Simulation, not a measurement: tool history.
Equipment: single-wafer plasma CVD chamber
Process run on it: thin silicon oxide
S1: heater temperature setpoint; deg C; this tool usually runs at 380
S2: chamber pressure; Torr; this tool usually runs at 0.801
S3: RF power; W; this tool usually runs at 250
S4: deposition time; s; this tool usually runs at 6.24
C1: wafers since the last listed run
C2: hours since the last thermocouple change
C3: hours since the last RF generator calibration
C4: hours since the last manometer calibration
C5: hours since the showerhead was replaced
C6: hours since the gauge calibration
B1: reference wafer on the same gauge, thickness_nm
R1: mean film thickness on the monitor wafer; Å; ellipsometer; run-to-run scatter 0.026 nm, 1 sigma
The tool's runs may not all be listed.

run,hour,S1,S2,S3,S4,C1,C2,C3,C4,C5,C6,B1,R1
1,0.0,380,0.801,250,6.24,0,2796.7,1924.9,2249.4,6705.4,138.0,10.700,112.18
2,16.9,380,0.801,250,6.24,421,2813.6,1941.8,2266.3,6722.3,154.9,10.701,112.08
3,31.6,380,0.801,250,6.24,366,2828.3,1956.5,2281.0,6737.0,169.6,10.691,111.40
4,47.8,370,0.801,275,6.24,404,2844.5,1972.7,2297.2,6753.2,185.8,10.699,118.80
5,63.2,380,0.801,250,6.24,384,2859.9,1988.1,2312.6,6768.6,201.2,10.703,111.86
6,80.8,380,0.801,250,6.24,439,2877.5,2005.7,2330.2,6786.2,218.8,10.695,111.92
7,97.2,380,0.801,250,6.24,409,2893.9,2022.1,2346.6,6802.6,235.2,10.692,111.97
8,107.8,380,0.801,250,6.24,264,2904.5,2032.7,2357.2,6813.2,245.8,10.693,111.99
# hour 124.2: gauge calibrated
9,125.3,380,0.801,250,6.24,436,2922.0,2050.2,2374.7,6830.7,1.1,10.700,112.27
10,138.1,380,0.801,250,6.24,319,2934.8,2063.0,2387.5,6843.5,13.9,10.709,112.26
11,151.8,380,0.801,250,6.24,341,2948.5,2076.7,2401.2,6857.2,27.6,10.708,112.32
12,162.6,380,0.801,250,6.24,269,2959.3,2087.5,2412.0,6868.0,38.4,10.696,111.76
13,169.2,380,0.960,225,6.24,164,2965.9,2094.1,2418.6,6874.6,45.0,10.701,122.01
14,186.1,390,0.915,250,5.91,421,2982.8,2111.0,2435.5,6891.5,61.9,10.702,118.88
# hour 199.1: capacitance manometer re-zeroed and calibrated
# hour 200.0: showerhead replaced
15,200.5,380,0.801,250,6.24,137,2997.2,2125.4,1.4,0.5,76.3,10.702,111.87
16,207.7,370,0.801,265,6.24,179,3004.4,2132.6,8.6,7.7,83.5,10.696,116.79
# hour 224.8: RF generator calibrated
17,225.3,380,0.801,250,6.24,239,3022.0,0.5,26.2,25.3,101.1,10.711,111.50
18,230.2,380,0.801,250,6.59,122,3026.9,5.4,31.1,30.2,106.0,10.708,118.21
# hour 245.4: thermocouple changed; heater temperature recalibrated
19,245.9,365,0.801,210,6.24,192,0.5,21.1,46.8,45.9,121.7,10.697,99.62
20,256.3,368,0.801,205,5.72,259,10.9,31.5,57.2,56.3,132.1,10.699,89.77
21,303.4,380,0.866,250,6.24,1175,58.0,78.6,104.3,103.4,179.2,10.699,119.99
22,311.4,394,0.882,250,6.24,199,66.0,86.6,112.3,111.4,187.2,10.702,121.35
23,328.5,389,0.638,290,6.76,426,83.1,103.7,129.4,128.5,204.3,10.701,103.71
24,343.2,380,0.801,250,6.24,366,97.8,118.4,144.1,143.2,219.0,10.700,111.87
25,353.5,380,0.801,250,6.24,256,108.1,128.7,154.4,153.5,229.3,10.698,112.21

Describe how what the log doesn't record of the tool's condition differs between the last listed run preceding each entry between runs and the first listed run following it.
After run 8, before run 9: gauge calibrated (hour 124.2)
  the hidden state is the same at both runs
After run 14, before run 15: capacitance manometer re-zeroed and calibrated (hour 199.1); showerhead replaced (hour 200.0)
  the hidden state is the same at both runs
After run 16, before run 17: RF generator calibrated (hour 224.8)
  the hidden state is the same at both runs
After run 18, before run 19: thermocouple changed; heater temperature recalibrated (hour 245.4)
  the hidden state is the same at both runs

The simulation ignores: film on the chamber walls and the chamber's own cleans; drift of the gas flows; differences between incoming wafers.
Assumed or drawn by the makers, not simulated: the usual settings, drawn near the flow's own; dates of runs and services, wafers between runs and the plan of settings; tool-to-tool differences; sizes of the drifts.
